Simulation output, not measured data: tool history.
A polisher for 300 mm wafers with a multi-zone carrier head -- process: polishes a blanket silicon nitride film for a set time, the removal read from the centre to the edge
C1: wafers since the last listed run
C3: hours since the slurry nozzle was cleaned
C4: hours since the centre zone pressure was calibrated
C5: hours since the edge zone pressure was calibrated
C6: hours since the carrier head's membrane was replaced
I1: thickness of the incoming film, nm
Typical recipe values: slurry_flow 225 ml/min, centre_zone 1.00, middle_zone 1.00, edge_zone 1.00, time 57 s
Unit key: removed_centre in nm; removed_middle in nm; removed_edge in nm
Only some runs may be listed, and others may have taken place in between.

Run 1, day 0.000: usual settings but centre_zone 1.08, middle_zone 1.05, time 74 s; C1 0; wafers polished on this pad 689; C3 135.2; C4 802.4; C5 1328.6; C6 935.9; I1 400.6. Result: removed_centre 174.8 nm, removed_middle 166.1 nm, removed_edge 157.5 nm.
Run 2, day 0.900: usual settings but edge_zone 1.08, time 51 s; C1 135; wafers polished on this pad 825; C3 156.8; C4 824.0; C5 1350.2; C6 957.5; I1 398.1. Result: removed_centre 109.3 nm, removed_middle 108.0 nm, removed_edge 110.4 nm.
Run 3, day 1.683: usual settings; C1 118; wafers polished on this pad 943; C3 175.6; C4 842.8; C5 1369.0; C6 976.3; I1 404.1. Result: removed_centre 125.4 nm, removed_middle 119.2 nm, removed_edge 118.8 nm.
Run 4, day 2.896: usual settings; C1 183; wafers polished on this pad 1127; C3 204.7; C4 871.9; C5 1398.1; C6 1005.4; I1 400.5. Result: removed_centre 119.0 nm, removed_middle 117.8 nm, removed_edge 117.2 nm.
Run 5, day 4.246: usual settings but slurry_flow 255 ml/min, time 44 s; C1 203; wafers polished on this pad 1330; C3 237.1; C4 904.3; C5 1430.5; C6 1037.8; I1 402.3. Result: removed_centre 92.6 nm, removed_middle 90.7 nm, removed_edge 89.6 nm.
At day 4.408: centre zone pressure recalibrated.
At day 4.792: worn pad replaced by a new one.
Run 6, day 5.408: usual settings; C1 137; wafers polished on this pad 93; C3 265.0; C4 24.0; C5 1458.4; C6 1065.7; I1 395.9. Result: removed_centre 126.6 nm, removed_middle 123.5 nm, removed_edge 120.9 nm.
At day 5.988: edge zone pressure recalibrated.
Run 7, day 6.625: usual settings; C1 171; wafers polished on this pad 264; C3 294.2; C4 53.2; C5 15.3; C6 1094.9; I1 400.2. Result: removed_centre 124.8 nm, removed_middle 123.5 nm, removed_edge 121.2 nm.
Run 8, day 7.475: usual settings; C1 128; wafers polished on this pad 392; C3 314.6; C4 73.6; C5 35.7; C6 1115.3; I1 399.0. Result: removed_centre 119.4 nm, removed_middle 118.9 nm, removed_edge 119.2 nm.
Run 9, day 8.954: usual settings but centre_zone 1.06, edge_zone 1.11, time 45 s; C1 223; wafers polished on this pad 616; C3 350.1; C4 109.1; C5 71.2; C6 1150.8; I1 399.8. Result: removed_centre 99.8 nm, removed_middle 93.0 nm, removed_edge 99.0 nm.
Run 10, day 10.438: usual settings but slurry_flow 300 ml/min, time 68 s; C1 224; wafers polished on this pad 840; C3 385.7; C4 144.7; C5 106.8; C6 1186.4; I1 397.4. Result: removed_centre 146.3 nm, removed_middle 142.8 nm, removed_edge 140.0 nm.
Run 11, day 11.904: usual settings but centre_zone 1.12, middle_zone 0.93, time 68 s; C1 221; wafers polished on this pad 1061; C3 420.9; C4 179.9; C5 142.0; C6 1221.6; I1 398.7. Result: removed_centre 161.1 nm, removed_middle 128.2 nm, removed_edge 137.0 nm.
At day 14.700: worn pad replaced by a new one.
At day 16.017: carrier head's membrane replaced by a new one.
Run 12, day 16.038: usual settings but centre_zone 0.94, edge_zone 0.97; C1 567; wafers polished on this pad 170; C3 520.1; C4 279.1; C5 241.2; C6 0.5; I1 406.8. Result: removed_centre 123.0 nm, removed_middle 125.6 nm, removed_edge 123.3 nm.
At day 16.475: slurry nozzle cleaned.
Run 13, day 16.942: usual settings but slurry_flow 255 ml/min, centre_zone 0.95; C1 130; wafers polished on this pad 300; C3 11.2; C4 300.8; C5 262.9; C6 22.2; I1 401.1. Result: removed_centre 122.1 nm, removed_middle 128.4 nm, removed_edge 125.8 nm.
Run 14, day 18.108: usual settings but slurry_flow 280 ml/min; C1 176; wafers polished on this pad 476; C3 39.2; C4 328.8; C5 290.9; C6 50.2; I1 401.9. Result: removed_centre 132.1 nm, removed_middle 127.0 nm, removed_edge 125.3 nm.
Run 15, day 19.525: usual settings but centre_zone 0.96, middle_zone 1.08, edge_zone 1.07, time 68 s; C1 214; wafers polished on this pad 690; C3 73.2; C4 362.8; C5 324.9; C6 84.2; I1 403.9. Result: removed_centre 142.2 nm, removed_middle 152.5 nm, removed_edge 148.2 nm.
Run 16, day 20.554: usual settings but slurry_flow 245 ml/min, middle_zone 1.05, edge_zone 1.09; C1 155; wafers polished on this pad 846; C3 97.9; C4 387.5; C5 349.6; C6 108.9; I1 402.5. Result: removed_centre 124.5 nm, removed_middle 125.6 nm, removed_edge 126.0 nm.
Run 17, day 21.112: usual settings but middle_zone 0.95, time 66 s; C1 84; wafers polished on this pad 930; C3 111.3; C4 400.9; C5 363.0; C6 122.3; I1 404.0. Result: removed_centre 144.6 nm, removed_middle 131.2 nm, removed_edge 137.2 nm.
Run 18, day 22.058: usual settings but slurry_flow 295 ml/min; C1 142; wafers polished on this pad 1073; C3 134.0; C4 423.6; C5 385.7; C6 145.0; I1 395.0. Result: removed_centre 123.8 nm, removed_middle 120.4 nm, removed_edge 119.3 nm.
Run 19, day 23.638: usual settings but slurry_flow 280 ml/min, centre_zone 0.96, edge_zone 1.04, time 76 s; C1 238; wafers polished on this pad 1312; C3 171.9; C4 461.5; C5 423.6; C6 182.9; I1 404.3. Result: removed_centre 156.5 nm, removed_middle 157.4 nm, removed_edge 158.5 nm.
Run 20, day 24.871: usual settings; C1 186; wafers polished on this pad 1498; C3 201.5; C4 491.1; C5 453.2; C6 212.5; I1 404.3. Result: removed_centre 116.3 nm, removed_middle 113.1 nm, removed_edge 114.6 nm.
At day 25.121: worn pad replaced by a new one.
Run 21, day 26.054: usual settings but slurry_flow 185 ml/min, edge_zone 1.05, time 65 s; C1 153; wafers polished on this pad 141; C3 229.9; C4 519.5; C5 481.6; C6 240.9; I1 397.6. Result: removed_centre 140.6 nm, removed_middle 136.1 nm, removed_edge 142.0 nm.
Run 22, day 27.079: usual settings; C1 154; wafers polished on this pad 295; C3 254.5; C4 544.1; C5 506.2; C6 265.5; I1 403.9. Result: removed_centre 126.9 nm, removed_middle 123.0 nm, removed_edge 121.4 nm.

How the hidden state differs across the entries between the runs, from the last listed run before each to the first after it:
After run 5, before run 6: centre zone pressure recalibrated (day 4.408); worn pad replaced by a new one (day 4.792)
  removal rate lost through wear of the pad, %: 9.14 -> 3.12
  measured value less the no-hidden-state value, removed_centre: -9.3 -> -4.1 nm; removed_middle: -9.1 -> -4.0 nm; removed_edge: -9.0 -> -3.9 nm
After run 6, before run 7: edge zone pressure recalibrated (day 5.988)
  removal rate lost through wear of the pad, %: 3.12 -> 4.37
  measured value less the no-hidden-state value, removed_centre: -4.1 -> -5.7 nm; removed_middle: -4.0 -> -5.6 nm; removed_edge: -3.9 -> -5.5 nm
After run 11, before run 12: worn pad replaced by a new one (day 14.700); carrier head's membrane replaced by a new one (day 16.017)
  removal rate lost through wear of the pad, %: 9.78 -> 1.74
  measured value less the no-hidden-state value, removed_centre: -17.5 -> -2.2 nm; removed_middle: -13.9 -> -2.2 nm; removed_edge: -14.8 -> -2.2 nm
After run 12, before run 13: slurry nozzle cleaned (day 16.475)
  removal rate lost through wear of the pad, %: 1.74 -> 2.67
  measured value less the no-hidden-state value, removed_centre: -2.2 -> -3.3 nm; removed_middle: -2.2 -> -3.5 nm; removed_edge: -2.2 -> -3.4 nm
After run 20, before run 21: worn pad replaced by a new one (day 25.121)
  removal rate lost through wear of the pad, %: 10.8 -> 2.27
  measured value less the no-hidden-state value, removed_centre: -14.1 -> -3.3 nm; removed_middle: -13.7 -> -3.2 nm; removed_edge: -13.8 -> -3.3 nm

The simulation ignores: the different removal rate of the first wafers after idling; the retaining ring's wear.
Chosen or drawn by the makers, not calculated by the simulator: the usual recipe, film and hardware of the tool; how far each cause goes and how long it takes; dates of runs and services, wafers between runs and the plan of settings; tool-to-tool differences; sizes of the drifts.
